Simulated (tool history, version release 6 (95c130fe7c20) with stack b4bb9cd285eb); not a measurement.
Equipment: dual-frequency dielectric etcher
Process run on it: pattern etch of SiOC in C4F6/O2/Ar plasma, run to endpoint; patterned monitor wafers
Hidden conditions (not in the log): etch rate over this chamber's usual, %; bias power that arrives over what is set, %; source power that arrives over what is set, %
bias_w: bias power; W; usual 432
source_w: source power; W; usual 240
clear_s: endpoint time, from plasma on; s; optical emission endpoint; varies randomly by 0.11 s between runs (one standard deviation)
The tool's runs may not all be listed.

run,hour,bias_w,source_w,wafers since the last listed run,hours since the last wet clean,hours since the last bias power generator calibration,hours since the last source power generator calibration,hours since the last upper electrode change,"incoming incoming film thickness, nm",clear_s
1,0.0,432,240,0,142.7,2655.8,2931.8,4025.7,39.57,16.1
2,201.0,432,280,4022,343.7,2856.8,3132.8,4226.7,39.34,15.1
3,227.9,432,280,538,370.6,2883.7,3159.7,4253.6,39.36,15.0
4,270.9,432,280,860,413.6,2926.7,3202.7,4296.6,39.45,15.0
5,320.9,432,240,1000,463.6,2976.7,3252.7,4346.6,39.22,15.6
6,356.6,432,240,714,499.3,3012.4,3288.4,4382.3,39.60,15.7
# hour 388.1: wet clean of the chamber
7,388.6,432,240,160,0.5,3044.4,3320.4,4414.3,39.65,16.6
8,415.1,349,190,530,27.0,3070.9,3346.9,4440.8,39.35,18.6
9,476.7,484,240,1232,88.6,3132.5,3408.5,4502.4,39.42,16.0
# hour 495.9: source power generator calibrated
# hour 559.2: upper electrode replaced
10,559.7,336,220,1100,171.6,3215.5,63.8,0.5,39.40,17.4
# hour 594.2: bias power generator calibrated
11,604.1,432,240,808,216.0,9.9,108.2,44.9,39.69,16.2
12,671.4,350,220,1346,283.3,77.2,175.5,112.2,39.55,17.2
13,731.5,432,240,1202,343.4,137.3,235.6,172.3,39.25,15.8
14,764.1,464,270,652,376.0,169.9,268.2,204.9,39.32,14.8

Here are 4 independent what-if runs from the current tool condition. What would each one return?
A,764.5,432,240,8,376.4,170.3,268.6,205.3,39.41,?
B,764.5,526,220,8,376.4,170.3,268.6,205.3,39.41,?
C,764.5,540,190,8,376.4,170.3,268.6,205.3,39.41,?
D,764.5,379,280,8,376.4,170.3,268.6,205.3,39.41,?

run,clear_s
A,15.8
B,15.4
C,16.0
D,15.5
Without the tool's unlogged condition, the same runs would have read:
run,clear_s
A,16.4
B,16.0
C,16.6
D,16.1

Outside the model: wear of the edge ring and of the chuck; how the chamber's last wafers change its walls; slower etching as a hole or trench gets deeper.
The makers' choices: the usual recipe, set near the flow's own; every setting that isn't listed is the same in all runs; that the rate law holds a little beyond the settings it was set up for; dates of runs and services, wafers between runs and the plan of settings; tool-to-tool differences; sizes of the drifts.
